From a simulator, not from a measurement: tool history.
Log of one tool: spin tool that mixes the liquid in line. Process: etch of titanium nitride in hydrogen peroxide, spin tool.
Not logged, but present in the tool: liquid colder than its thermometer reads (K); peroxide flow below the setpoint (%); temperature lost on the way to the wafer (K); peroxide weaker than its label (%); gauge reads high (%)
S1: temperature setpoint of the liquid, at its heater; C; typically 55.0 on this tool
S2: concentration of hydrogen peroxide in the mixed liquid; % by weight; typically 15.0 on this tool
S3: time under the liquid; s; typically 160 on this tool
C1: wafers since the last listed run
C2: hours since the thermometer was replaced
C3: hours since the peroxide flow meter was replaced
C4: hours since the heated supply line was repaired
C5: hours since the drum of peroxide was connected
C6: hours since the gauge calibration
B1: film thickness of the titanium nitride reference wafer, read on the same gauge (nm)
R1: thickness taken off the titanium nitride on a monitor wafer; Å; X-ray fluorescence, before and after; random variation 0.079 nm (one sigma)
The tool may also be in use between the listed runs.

run,day,S1,S2,S3,C1,C2,C3,C4,C5,C6,B1,R1
1,0.000,55.0,18.5,135,0,1257.0,802.5,760.3,313.4,1.0,90.02,65.0
2,1.329,55.0,18.5,135,321,1288.9,834.4,792.2,345.3,32.9,89.98,64.9
3,1.938,55.0,18.5,135,146,1303.5,849.0,806.8,359.9,47.5,89.98,64.6
4,2.662,52.0,15.0,160,175,1320.9,866.4,824.2,377.3,64.9,90.03,58.3
5,3.175,55.0,15.0,160,123,1333.2,878.7,836.5,389.6,77.2,89.97,72.2
6,3.488,55.0,15.0,160,75,1340.7,886.2,844.0,397.1,84.7,89.96,73.2
7,4.212,55.0,15.0,160,175,1358.1,903.6,861.4,414.5,102.1,90.01,72.5
# day 4.517: peroxide flow meter replaced
8,4.638,55.0,16.5,160,92,1368.3,2.9,871.6,424.7,112.3,89.99,72.7
# day 5.158: heated supply line repaired
9,5.350,55.0,15.0,160,162,1385.4,20.0,4.6,441.8,129.4,89.95,86.1
10,5.829,55.0,15.0,160,115,1396.9,31.5,16.1,453.3,140.9,90.02,87.1
11,6.550,55.0,15.0,160,174,1414.2,48.8,33.4,470.6,158.2,89.98,84.5
12,7.154,55.0,15.0,160,145,1428.7,63.3,47.9,485.1,172.7,89.98,85.3
13,7.742,45.0,16.5,250,141,1442.8,77.4,62.0,499.2,186.8,90.03,65.7
# day 8.125: new drum of peroxide connected
14,8.421,59.5,19.0,195,154,1459.1,93.7,78.3,7.1,203.1,89.99,149.5
15,8.696,55.0,15.0,160,66,1465.7,100.3,84.9,13.7,209.7,89.97,85.5
# day 8.788: gauge calibrated
16,9.292,55.0,18.5,135,143,1480.0,114.6,99.2,28.0,12.1,90.01,73.8
17,9.946,60.5,16.5,100,158,1495.7,130.3,114.9,43.7,27.8,90.01,78.6
18,10.650,55.0,15.0,160,170,1512.6,147.2,131.8,60.6,44.7,89.99,84.1
# day 10.942: thermometer replaced
19,11.079,55.0,12.5,245,93,3.3,157.5,142.1,70.9,55.0,90.01,142.9
20,11.417,47.0,13.0,160,81,11.4,165.6,150.2,79.0,63.1,89.98,52.2
21,11.975,55.0,19.5,225,134,24.8,179.0,163.6,92.4,76.5,89.98,142.8
22,12.617,55.0,15.0,160,155,40.2,194.4,179.0,107.8,91.9,89.98,96.2
23,13.275,55.0,15.0,160,159,56.0,210.2,194.8,123.6,107.7,89.99,95.0
24,13.821,62.0,16.5,250,131,69.1,223.3,207.9,136.7,120.8,89.97,244.7
25,14.317,55.0,15.0,235,119,81.0,235.2,219.8,148.6,132.7,90.02,140.1

Forecast each of these 3 alternatives for the next run:
A,14.338,55.0,15.0,160,5,81.5,235.7,220.3,149.1,133.2,?,?
B,14.338,55.0,16.5,200,5,81.5,235.7,220.3,149.1,133.2,?,?
C,14.338,55.0,13.0,225,5,81.5,235.7,220.3,149.1,133.2,?,?

run,B1,R1
A,90.04,95.3
B,90.04,121.6
C,90.04,130.1
With the hidden condition removed and each run's random variation left untouched, the same runs would have given:
run,R1
A,102.5
B,130.7
C,139.8
